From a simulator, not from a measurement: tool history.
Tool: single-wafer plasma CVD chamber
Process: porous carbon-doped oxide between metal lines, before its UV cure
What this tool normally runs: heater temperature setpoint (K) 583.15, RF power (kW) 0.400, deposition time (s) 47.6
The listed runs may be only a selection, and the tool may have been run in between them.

run    hour  heater temperature setpoint (K)  RF power (kW)  deposition time (s)  read-back reference wafer on the same gauge, thickness_nm  mean film thickness on the monitor wafer (Å)
  1     0.0                           583.15          0.400                 47.6                                                    186.175                                       1871.43
  2   101.8                           583.15          0.400                 47.6                                                    185.396                                       1857.10
  3   155.8                           583.15          0.400                 47.6                                                    184.918                                       1858.29
  4   205.8                           583.15          0.400                 47.6                                                    184.584                                       1852.42
  5   255.3                           583.15          0.400                 47.6                                                    184.087                                       1873.42
  6   306.8                           583.15          0.400                 47.6                                                    184.255                                       1855.09
  7   370.1                           583.15          0.400                 47.6                                                    183.765                                       1859.20
  8   446.2                           583.15          0.400                 47.6                                                    183.299                                       1837.96
  9   526.7                           583.15          0.400                 47.6                                                    182.868                                       1842.38
 10   575.2                           583.15          0.400                 47.6                                                    182.709                                       1837.59
 11   643.5                           583.15          0.400                 47.6                                                    182.431                                       1836.14
 12   720.5                           583.15          0.400                 47.6                                                    181.692                                       1836.39
 13   801.2                           583.15          0.400                 47.6                                                    180.582                                       1816.27
 14   907.9                           583.15          0.400                 47.6                                                    180.342                                       1814.86
 15  1005.3                           583.15          0.400                 47.6                                                    179.695                                       1819.02
 16  1104.1                           583.15          0.400                 47.6                                                    179.121                                       1808.24
     1134.8  -- RF generator calibrated
 17  1141.8                           595.15          0.420                 41.5                                                    178.862                                       1537.59
 18  1206.9                           593.15          0.335                 39.8                                                    178.535                                       1296.41
 19  1251.1                           572.15          0.455                 42.8                                                    178.257                                       1824.64
     1300.3  -- showerhead replaced
 20  1300.8                           583.15          0.400                 47.6                                                    177.778                                       1785.93
     1339.0  -- gauge calibrated
 21  1362.5                           578.15          0.435                 47.6                                                    183.327                                       1981.83
 22  1458.1                           583.15          0.475                 43.6                                                    182.799                                       1866.95
     1499.8  -- thermocouple changed; heater temperature recalibrated
 23  1565.6                           579.15          0.400                 47.6                                                    182.055                                       1852.08
 24  1625.2                           574.15          0.400                 47.6                                                    181.667                                       1912.04
 25  1712.0                           583.15          0.375                 39.3                                                    180.721                                       1450.37
 26  1819.4                           587.15          0.370                 55.3                                                    180.390                                       1971.85
 27  1873.2                           569.15          0.470                 47.6                                                    179.985                                       2136.05
 28  1976.9                           589.15          0.400                 47.6                                                    179.558                                       1762.15

Same runs, no hidden state in the tool, same run-to-run variation:
The hidden state here: wafer temperature above the value expected at the setpoint (K); delivered RF power above the setpoint (%); gauge reads high (%).
run  mean film thickness on the monitor wafer (Å)
  1                                       1861.37
  2                                       1853.38
  3                                       1857.92
  4                                       1855.15
  5                                       1879.29
  6                                       1864.11
  7                                       1872.22
  8                                       1855.58
  9                                       1865.10
 10                                       1863.31
 11                                       1866.15
 12                                       1871.29
 13                                       1855.88
 14                                       1861.22
 15                                       1871.73
 16                                       1866.97
 17                                       1589.60
 18                                       1343.28
 19                                       1893.50
 20                                       1856.53
 21                                       2000.76
 22                                       1890.87
 23                                       1882.66
 24                                       1947.54
 25                                       1481.67
 26                                       2021.81
 27                                       2194.22
 28                                       1816.59

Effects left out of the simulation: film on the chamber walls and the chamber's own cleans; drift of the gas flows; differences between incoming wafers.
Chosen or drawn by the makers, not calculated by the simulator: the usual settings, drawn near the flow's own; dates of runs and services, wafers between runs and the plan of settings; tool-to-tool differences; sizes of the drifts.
